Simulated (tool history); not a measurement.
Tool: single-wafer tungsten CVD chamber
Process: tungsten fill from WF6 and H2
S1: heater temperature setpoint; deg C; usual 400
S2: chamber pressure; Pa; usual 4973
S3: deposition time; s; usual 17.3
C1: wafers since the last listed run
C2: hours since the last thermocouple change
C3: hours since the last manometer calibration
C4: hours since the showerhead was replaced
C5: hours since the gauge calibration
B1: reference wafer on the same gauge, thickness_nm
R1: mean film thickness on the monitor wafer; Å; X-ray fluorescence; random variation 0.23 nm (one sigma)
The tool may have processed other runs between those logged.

run 1 hour=0.0 | S1=400 S2=4973 S3=14.8 | C1=0 C2=3245.7 C3=2880.8 C4=6559.9 C5=471.1 | B1=63.259 | R1=425.10
run 2 hour=9.0 | S1=400 S2=4973 S3=17.3 | C1=112 C2=3254.7 C3=2889.8 C4=6568.9 C5=480.1 | B1=63.179 | R1=496.22
run 3 hour=22.5 | S1=400 S2=4973 S3=17.3 | C1=169 C2=3268.2 C3=2903.3 C4=6582.4 C5=493.6 | B1=63.172 | R1=493.67
run 4 hour=35.3 | S1=400 S2=4973 S3=17.3 | C1=160 C2=3281.0 C3=2916.1 C4=6595.2 C5=506.4 | B1=63.211 | R1=494.69
run 5 hour=52.9 | S1=400 S2=4160 S3=16.4 | C1=220 C2=3298.6 C3=2933.7 C4=6612.8 C5=524.0 | B1=63.169 | R1=442.62
run 6 hour=62.2 | S1=400 S2=4160 S3=16.4 | C1=116 C2=3307.9 C3=2943.0 C4=6622.1 C5=533.3 | B1=63.228 | R1=440.22
run 7 hour=70.1 | S1=400 S2=4973 S3=17.3 | C1=98 C2=3315.8 C3=2950.9 C4=6630.0 C5=541.2 | B1=63.198 | R1=496.45
-- hour=84.5 showerhead replaced
run 8 hour=85.0 | S1=400 S2=4973 S3=18.9 | C1=86 C2=3330.7 C3=2965.8 C4=0.5 C5=556.1 | B1=63.196 | R1=542.28
run 9 hour=88.1 | S1=400 S2=4973 S3=18.9 | C1=38 C2=3333.8 C3=2968.9 C4=3.6 C5=559.2 | B1=63.193 | R1=545.35
run 10 hour=102.5 | S1=400 S2=4973 S3=18.9 | C1=180 C2=3348.2 C3=2983.3 C4=18.0 C5=573.6 | B1=63.196 | R1=541.60
run 11 hour=112.8 | S1=400 S2=4973 S3=14.3 | C1=129 C2=3358.5 C3=2993.6 C4=28.3 C5=583.9 | B1=63.240 | R1=408.46
-- hour=117.6 gauge calibrated
run 12 hour=120.2 | S1=386 S2=4973 S3=15.4 | C1=92 C2=3365.9 C3=3001.0 C4=35.7 C5=2.6 | B1=63.205 | R1=322.59
run 13 hour=129.3 | S1=389 S2=4306 S3=19.0 | C1=114 C2=3375.0 C3=3010.1 C4=44.8 C5=11.7 | B1=63.226 | R1=411.17
-- hour=139.4 thermocouple changed; heater temperature recalibrated
run 14 hour=140.6 | S1=408 S2=5786 S3=17.3 | C1=41 C2=1.2 C3=3021.4 C4=56.1 C5=23.0 | B1=63.164 | R1=707.81
run 15 hour=154.9 | S1=387 S2=4973 S3=17.3 | C1=179 C2=15.5 C3=3035.7 C4=70.4 C5=37.3 | B1=63.211 | R1=433.06
run 16 hour=167.6 | S1=400 S2=4973 S3=17.3 | C1=159 C2=28.2 C3=3048.4 C4=83.1 C5=50.0 | B1=63.209 | R1=569.78
run 17 hour=185.1 | S1=400 S2=5626 S3=17.3 | C1=219 C2=45.7 C3=3065.9 C4=100.6 C5=67.5 | B1=63.171 | R1=591.04
run 18 hour=194.8 | S1=406 S2=3893 S3=18.2 | C1=121 C2=55.4 C3=3075.6 C4=110.3 C5=77.2 | B1=63.219 | R1=621.20
run 19 hour=201.8 | S1=400 S2=3760 S3=19.8 | C1=87 C2=62.4 C3=3082.6 C4=117.3 C5=84.2 | B1=63.229 | R1=590.04
-- hour=220.9 capacitance manometer re-zeroed and calibrated
run 20 hour=221.4 | S1=400 S2=4240 S3=15.5 | C1=145 C2=82.0 C3=0.5 C4=136.9 C5=103.8 | B1=63.235 | R1=482.27
run 21 hour=229.6 | S1=400 S2=4973 S3=15.8 | C1=102 C2=90.2 C3=8.7 C4=145.1 C5=112.0 | B1=63.268 | R1=520.05
run 22 hour=246.8 | S1=392 S2=5666 S3=14.6 | C1=215 C2=107.4 C3=25.9 C4=162.3 C5=129.2 | B1=63.191 | R1=422.81
run 23 hour=263.0 | S1=412 S2=4053 S3=17.3 | C1=202 C2=123.6 C3=42.1 C4=178.5 C5=145.4 | B1=63.170 | R1=665.41
run 24 hour=277.2 | S1=408 S2=4466 S3=17.3 | C1=177 C2=137.8 C3=56.3 C4=192.7 C5=159.6 | B1=63.228 | R1=634.30
run 25 hour=292.8 | S1=406 S2=5386 S3=18.6 | C1=195 C2=153.4 C3=71.9 C4=208.3 C5=175.2 | B1=63.209 | R1=696.85
run 26 hour=310.2 | S1=407 S2=4973 S3=17.3 | C1=218 C2=170.8 C3=89.3 C4=225.7 C5=192.6 | B1=63.167 | R1=643.98
run 27 hour=325.4 | S1=408 S2=4466 S3=17.3 | C1=190 C2=186.0 C3=104.5 C4=240.9 C5=207.8 | B1=63.187 | R1=635.58
run 28 hour=367.7 | S1=410 S2=4320 S3=15.2 | C1=530 C2=228.3 C3=146.8 C4=283.2 C5=250.1 | B1=63.226 | R1=568.56
run 29 hour=379.7 | S1=395 S2=4973 S3=17.3 | C1=150 C2=240.3 C3=158.8 C4=295.2 C5=262.1 | B1=63.227 | R1=500.01
run 30 hour=393.6 | S1=400 S2=4973 S3=17.3 | C1=174 C2=254.2 C3=172.7 C4=309.1 C5=276.0 | B1=63.208 | R1=551.71
run 31 hour=410.9 | S1=400 S2=4973 S3=18.9 | C1=216 C2=271.5 C3=190.0 C4=326.4 C5=293.3 | B1=63.184 | R1=609.14
run 32 hour=433.5 | S1=385 S2=4040 S3=17.3 | C1=283 C2=294.1 C3=212.6 C4=349.0 C5=315.9 | B1=63.213 | R1=372.56
run 33 hour=448.9 | S1=400 S2=5573 S3=15.4 | C1=192 C2=309.5 C3=228.0 C4=364.4 C5=331.3 | B1=63.171 | R1=508.46

Below are 5 alternative next runs, each starting from the tool's condition after run 33. Predict each:
run A hour=449.3 | S1=400 S2=4973 S3=17.3 | C1=5 C2=309.9 C3=228.4 C4=364.8 C5=331.7 | B1=? | R1=?
run B hour=449.3 | S1=400 S2=4213 S3=14.1 | C1=5 C2=309.9 C3=228.4 C4=364.8 C5=331.7 | B1=? | R1=?
run C hour=449.3 | S1=393 S2=4973 S3=20.6 | C1=5 C2=309.9 C3=228.4 C4=364.8 C5=331.7 | B1=? | R1=?
run D hour=449.3 | S1=406 S2=6199 S3=19.7 | C1=5 C2=309.9 C3=228.4 C4=364.8 C5=331.7 | B1=? | R1=?
run E hour=449.3 | S1=412 S2=4186 S3=17.3 | C1=5 C2=309.9 C3=228.4 C4=364.8 C5=331.7 | B1=? | R1=?

run=A B1=63.254 R1=553.21
run=B B1=63.254 R1=426.63
run=C B1=63.254 R1=568.78
run=D B1=63.254 R1=766.67
run=E B1=63.254 R1=661.94
Take away the tool's hidden state, keep each run's random variation, and the runs would have read:
run=A R1=571.73
run=B R1=440.92
run=C R1=588.29
run=D R1=790.91
run=E R1=681.26
